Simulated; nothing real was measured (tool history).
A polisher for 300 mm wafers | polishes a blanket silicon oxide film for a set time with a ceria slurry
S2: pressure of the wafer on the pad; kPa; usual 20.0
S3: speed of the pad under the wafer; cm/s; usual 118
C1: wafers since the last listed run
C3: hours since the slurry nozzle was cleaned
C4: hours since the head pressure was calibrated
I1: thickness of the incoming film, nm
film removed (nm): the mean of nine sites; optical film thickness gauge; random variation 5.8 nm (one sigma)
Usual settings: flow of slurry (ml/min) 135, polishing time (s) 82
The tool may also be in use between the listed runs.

{"run": 1, "hour": 0.0, "flow of slurry (ml/min)": 135, "S2": 20.0, "S3": 118, "polishing time (s)": 82, "C1": 0, "wafers polished on this pad": 1838, "C3": 225.6, "C4": 460.6, "I1": 1522.3, "film removed (nm)": 341.9}
{"hour": 13.6, "done": "worn pad replaced by a new one"}
{"run": 2, "hour": 43.6, "flow of slurry (ml/min)": 135, "S2": 20.0, "S3": 148, "polishing time (s)": 82, "C1": 290, "wafers polished on this pad": 219, "C3": 269.2, "C4": 504.2, "I1": 1530.5, "film removed (nm)": 455.3}
{"hour": 68.4, "done": "slurry nozzle cleaned"}
{"run": 3, "hour": 114.0, "flow of slurry (ml/min)": 135, "S2": 20.0, "S3": 148, "polishing time (s)": 82, "C1": 508, "wafers polished on this pad": 728, "C3": 45.6, "C4": 574.6, "I1": 1548.2, "film removed (nm)": 442.3}
{"run": 4, "hour": 165.9, "flow of slurry (ml/min)": 135, "S2": 20.0, "S3": 148, "polishing time (s)": 82, "C1": 380, "wafers polished on this pad": 1108, "C3": 97.5, "C4": 626.5, "I1": 1533.5, "film removed (nm)": 418.7}
{"run": 5, "hour": 234.0, "flow of slurry (ml/min)": 135, "S2": 20.0, "S3": 118, "polishing time (s)": 82, "C1": 499, "wafers polished on this pad": 1607, "C3": 165.6, "C4": 694.6, "I1": 1536.2, "film removed (nm)": 323.7}
{"hour": 265.7, "done": "head pressure recalibrated"}
{"run": 6, "hour": 273.2, "flow of slurry (ml/min)": 135, "S2": 20.0, "S3": 118, "polishing time (s)": 82, "C1": 272, "wafers polished on this pad": 1880, "C3": 204.8, "C4": 7.5, "I1": 1514.2, "film removed (nm)": 364.8}
{"hour": 321.8, "done": "worn pad replaced by a new one"}
{"run": 7, "hour": 324.2, "flow of slurry (ml/min)": 135, "S2": 20.0, "S3": 118, "polishing time (s)": 82, "C1": 344, "wafers polished on this pad": 17, "C3": 255.8, "C4": 58.5, "I1": 1532.5, "film removed (nm)": 378.9}
{"run": 8, "hour": 377.2, "flow of slurry (ml/min)": 135, "S2": 20.0, "S3": 118, "polishing time (s)": 82, "C1": 388, "wafers polished on this pad": 406, "C3": 308.8, "C4": 111.5, "I1": 1522.3, "film removed (nm)": 385.3}
{"hour": 405.2, "done": "slurry nozzle cleaned"}
{"run": 9, "hour": 426.9, "flow of slurry (ml/min)": 135, "S2": 20.0, "S3": 118, "polishing time (s)": 82, "C1": 356, "wafers polished on this pad": 763, "C3": 21.7, "C4": 161.2, "I1": 1547.6, "film removed (nm)": 361.5}
{"run": 10, "hour": 470.3, "flow of slurry (ml/min)": 135, "S2": 20.0, "S3": 92, "polishing time (s)": 82, "C1": 318, "wafers polished on this pad": 1081, "C3": 65.1, "C4": 204.6, "I1": 1533.0, "film removed (nm)": 292.0}
{"run": 11, "hour": 539.5, "flow of slurry (ml/min)": 135, "S2": 20.0, "S3": 118, "polishing time (s)": 82, "C1": 507, "wafers polished on this pad": 1588, "C3": 134.3, "C4": 273.8, "I1": 1525.1, "film removed (nm)": 343.9}
{"run": 12, "hour": 582.7, "flow of slurry (ml/min)": 135, "S2": 20.0, "S3": 118, "polishing time (s)": 82, "C1": 316, "wafers polished on this pad": 1905, "C3": 177.5, "C4": 317.0, "I1": 1518.8, "film removed (nm)": 341.3}
{"hour": 610.8, "done": "worn pad replaced by a new one"}
{"run": 13, "hour": 626.2, "flow of slurry (ml/min)": 135, "S2": 24.1, "S3": 118, "polishing time (s)": 95, "C1": 289, "wafers polished on this pad": 113, "C3": 221.0, "C4": 360.5, "I1": 1538.3, "film removed (nm)": 506.1}
{"hour": 672.9, "done": "slurry nozzle cleaned"}
{"run": 14, "hour": 677.8, "flow of slurry (ml/min)": 135, "S2": 24.1, "S3": 118, "polishing time (s)": 95, "C1": 370, "wafers polished on this pad": 484, "C3": 4.9, "C4": 412.1, "I1": 1542.1, "film removed (nm)": 497.5}
{"run": 15, "hour": 734.1, "flow of slurry (ml/min)": 135, "S2": 24.1, "S3": 118, "polishing time (s)": 95, "C1": 412, "wafers polished on this pad": 896, "C3": 61.2, "C4": 468.4, "I1": 1525.3, "film removed (nm)": 496.4}
{"run": 16, "hour": 777.9, "flow of slurry (ml/min)": 135, "S2": 20.0, "S3": 118, "polishing time (s)": 82, "C1": 321, "wafers polished on this pad": 1217, "C3": 105.0, "C4": 512.2, "I1": 1504.8, "film removed (nm)": 342.6}
{"hour": 887.0, "done": "head pressure recalibrated"}
{"hour": 911.2, "done": "worn pad replaced by a new one"}
{"run": 17, "hour": 917.5, "flow of slurry (ml/min)": 135, "S2": 25.5, "S3": 140, "polishing time (s)": 82, "C1": 979, "wafers polished on this pad": 46, "C3": 244.6, "C4": 30.5, "I1": 1555.5, "film removed (nm)": 597.4}
{"run": 18, "hour": 944.6, "flow of slurry (ml/min)": 135, "S2": 20.0, "S3": 118, "polishing time (s)": 82, "C1": 198, "wafers polished on this pad": 245, "C3": 271.7, "C4": 57.6, "I1": 1535.9, "film removed (nm)": 393.1}
{"hour": 964.5, "done": "slurry nozzle cleaned"}
{"run": 19, "hour": 980.7, "flow of slurry (ml/min)": 135, "S2": 20.0, "S3": 118, "polishing time (s)": 82, "C1": 257, "wafers polished on this pad": 502, "C3": 16.2, "C4": 93.7, "I1": 1518.1, "film removed (nm)": 381.6}
{"run": 20, "hour": 1040.1, "flow of slurry (ml/min)": 175, "S2": 15.9, "S3": 118, "polishing time (s)": 82, "C1": 435, "wafers polished on this pad": 937, "C3": 75.6, "C4": 153.1, "I1": 1513.7, "film removed (nm)": 305.4}

Forecast run 21:
{"run": 21, "hour": 1098.2, "flow of slurry (ml/min)": 135, "S2": 20.0, "S3": 118, "polishing time (s)": 82, "C1": 425, "wafers polished on this pad": 1363, "C3": 133.7, "C4": 211.2, "I1": 1537.1, "film removed (nm)": "?"}

Run 21 gave film removed (nm) 371.5.
Without the tool's hidden state the same run would have given film removed (nm) 406.5.
